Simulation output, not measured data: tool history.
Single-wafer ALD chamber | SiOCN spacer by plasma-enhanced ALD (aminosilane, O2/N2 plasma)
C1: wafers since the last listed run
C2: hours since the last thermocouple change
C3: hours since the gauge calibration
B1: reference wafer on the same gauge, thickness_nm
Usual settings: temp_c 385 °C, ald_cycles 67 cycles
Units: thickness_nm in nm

{"run": 1, "day": 0.0, "temp_c": 377, "ald_cycles": 67, "C1": 0, "C2": 2787.4, "C3": 347.1, "B1": 3.205, "thickness_nm": 3.878}
{"run": 2, "day": 0.304, "temp_c": 385, "ald_cycles": 67, "C1": 41, "C2": 2794.7, "C3": 354.4, "B1": 3.203, "thickness_nm": 3.889}
{"run": 3, "day": 0.829, "temp_c": 385, "ald_cycles": 67, "C1": 72, "C2": 2807.3, "C3": 367.0, "B1": 3.197, "thickness_nm": 3.878}
{"run": 4, "day": 1.467, "temp_c": 385, "ald_cycles": 67, "C1": 87, "C2": 2822.6, "C3": 382.3, "B1": 3.202, "thickness_nm": 3.876}
{"run": 5, "day": 1.846, "temp_c": 385, "ald_cycles": 67, "C1": 52, "C2": 2831.7, "C3": 391.4, "B1": 3.196, "thickness_nm": 3.898}
{"run": 6, "day": 2.175, "temp_c": 385, "ald_cycles": 67, "C1": 45, "C2": 2839.6, "C3": 399.3, "B1": 3.199, "thickness_nm": 3.896}
{"run": 7, "day": 2.521, "temp_c": 385, "ald_cycles": 67, "C1": 47, "C2": 2847.9, "C3": 407.6, "B1": 3.2, "thickness_nm": 3.889}
{"run": 8, "day": 4.079, "temp_c": 385, "ald_cycles": 74, "C1": 214, "C2": 2885.3, "C3": 445.0, "B1": 3.199, "thickness_nm": 4.297}
{"run": 9, "day": 4.75, "temp_c": 385, "ald_cycles": 74, "C1": 92, "C2": 2901.4, "C3": 461.1, "B1": 3.203, "thickness_nm": 4.305}
{"run": 10, "day": 5.012, "temp_c": 385, "ald_cycles": 74, "C1": 36, "C2": 2907.7, "C3": 467.4, "B1": 3.196, "thickness_nm": 4.294}
{"run": 11, "day": 5.729, "temp_c": 385, "ald_cycles": 67, "C1": 98, "C2": 2924.9, "C3": 484.6, "B1": 3.201, "thickness_nm": 3.885}
{"run": 12, "day": 6.129, "temp_c": 385, "ald_cycles": 67, "C1": 54, "C2": 2934.5, "C3": 494.2, "B1": 3.201, "thickness_nm": 3.87}
{"day": 6.896, "done": "thermocouple changed; heater temperature recalibrated"}
{"run": 13, "day": 6.917, "temp_c": 385, "ald_cycles": 67, "C1": 62, "C2": 0.5, "C3": 513.1, "B1": 3.203, "thickness_nm": 3.892}
{"run": 14, "day": 7.008, "temp_c": 385, "ald_cycles": 76, "C1": 12, "C2": 2.7, "C3": 515.3, "B1": 3.194, "thickness_nm": 4.404}
{"run": 15, "day": 7.675, "temp_c": 385, "ald_cycles": 76, "C1": 91, "C2": 18.7, "C3": 531.3, "B1": 3.198, "thickness_nm": 4.436}
{"run": 16, "day": 8.417, "temp_c": 389, "ald_cycles": 62, "C1": 101, "C2": 36.5, "C3": 549.1, "B1": 3.197, "thickness_nm": 3.598}
{"run": 17, "day": 8.988, "temp_c": 389, "ald_cycles": 62, "C1": 78, "C2": 50.2, "C3": 562.8, "B1": 3.195, "thickness_nm": 3.604}
{"run": 18, "day": 9.579, "temp_c": 385, "ald_cycles": 67, "C1": 81, "C2": 64.4, "C3": 577.0, "B1": 3.202, "thickness_nm": 3.911}
{"run": 19, "day": 10.262, "temp_c": 385, "ald_cycles": 67, "C1": 93, "C2": 80.8, "C3": 593.4, "B1": 3.202, "thickness_nm": 3.891}
{"run": 20, "day": 10.829, "temp_c": 385, "ald_cycles": 67, "C1": 77, "C2": 94.4, "C3": 607.0, "B1": 3.199, "thickness_nm": 3.891}
{"run": 21, "day": 11.433, "temp_c": 385, "ald_cycles": 67, "C1": 83, "C2": 108.9, "C3": 621.5, "B1": 3.202, "thickness_nm": 3.867}
{"run": 22, "day": 11.867, "temp_c": 385, "ald_cycles": 71, "C1": 59, "C2": 119.3, "C3": 631.9, "B1": 3.203, "thickness_nm": 4.121}
{"day": 12.333, "done": "gauge calibrated"}
{"run": 23, "day": 12.538, "temp_c": 390, "ald_cycles": 58, "C1": 92, "C2": 135.4, "C3": 4.9, "B1": 3.204, "thickness_nm": 3.367}
{"run": 24, "day": 13.142, "temp_c": 396, "ald_cycles": 67, "C1": 83, "C2": 149.9, "C3": 19.4, "B1": 3.2, "thickness_nm": 3.9}
{"run": 25, "day": 13.742, "temp_c": 385, "ald_cycles": 67, "C1": 82, "C2": 164.3, "C3": 33.8, "B1": 3.205, "thickness_nm": 3.875}
{"run": 26, "day": 14.183, "temp_c": 375, "ald_cycles": 58, "C1": 60, "C2": 174.9, "C3": 44.4, "B1": 3.2, "thickness_nm": 3.372}
{"run": 27, "day": 14.858, "temp_c": 385, "ald_cycles": 67, "C1": 92, "C2": 191.1, "C3": 60.6, "B1": 3.202, "thickness_nm": 3.886}
{"run": 28, "day": 15.283, "temp_c": 380, "ald_cycles": 54, "C1": 58, "C2": 201.3, "C3": 70.8, "B1": 3.2, "thickness_nm": 3.135}
{"run": 29, "day": 16.008, "temp_c": 392, "ald_cycles": 56, "C1": 99, "C2": 218.7, "C3": 88.2, "B1": 3.202, "thickness_nm": 3.259}
{"run": 30, "day": 16.283, "temp_c": 385, "ald_cycles": 67, "C1": 37, "C2": 225.3, "C3": 94.8, "B1": 3.198, "thickness_nm": 3.884}
{"run": 31, "day": 16.742, "temp_c": 378, "ald_cycles": 56, "C1": 62, "C2": 236.3, "C3": 105.8, "B1": 3.2, "thickness_nm": 3.233}
{"run": 32, "day": 17.096, "temp_c": 385, "ald_cycles": 56, "C1": 48, "C2": 244.8, "C3": 114.3, "B1": 3.2, "thickness_nm": 3.246}
{"run": 33, "day": 17.579, "temp_c": 381, "ald_cycles": 60, "C1": 66, "C2": 256.4, "C3": 125.9, "B1": 3.201, "thickness_nm": 3.481}
{"run": 34, "day": 18.162, "temp_c": 371, "ald_cycles": 67, "C1": 80, "C2": 270.4, "C3": 139.9, "B1": 3.198, "thickness_nm": 3.904}
{"run": 35, "day": 18.875, "temp_c": 378, "ald_cycles": 67, "C1": 97, "C2": 287.5, "C3": 157.0, "B1": 3.199, "thickness_nm": 3.907}
{"run": 36, "day": 19.479, "temp_c": 392, "ald_cycles": 67, "C1": 83, "C2": 302.0, "C3": 171.5, "B1": 3.197, "thickness_nm": 3.898}
{"run": 37, "day": 20.188, "temp_c": 389, "ald_cycles": 61, "C1": 97, "C2": 319.0, "C3": 188.5, "B1": 3.195, "thickness_nm": 3.531}
{"run": 38, "day": 20.462, "temp_c": 377, "ald_cycles": 63, "C1": 37, "C2": 325.6, "C3": 195.1, "B1": 3.199, "thickness_nm": 3.639}
{"run": 39, "day": 21.017, "temp_c": 385, "ald_cycles": 67, "C1": 76, "C2": 338.9, "C3": 208.4, "B1": 3.202, "thickness_nm": 3.908}
{"run": 40, "day": 21.575, "temp_c": 385, "ald_cycles": 67, "C1": 76, "C2": 352.3, "C3": 221.8, "B1": 3.203, "thickness_nm": 3.885}

Run 41 comes next. What will it give?
{"run": 41, "day": 22.008, "temp_c": 395, "ald_cycles": 72, "C1": 59, "C2": 362.7, "C3": 232.2, "B1": "?", "thickness_nm": "?"}

Run 41 gave B1 3.198, thickness_nm 4.167 nm.
Without the tool's hidden state the same run would have given thickness_nm 4.167 nm.

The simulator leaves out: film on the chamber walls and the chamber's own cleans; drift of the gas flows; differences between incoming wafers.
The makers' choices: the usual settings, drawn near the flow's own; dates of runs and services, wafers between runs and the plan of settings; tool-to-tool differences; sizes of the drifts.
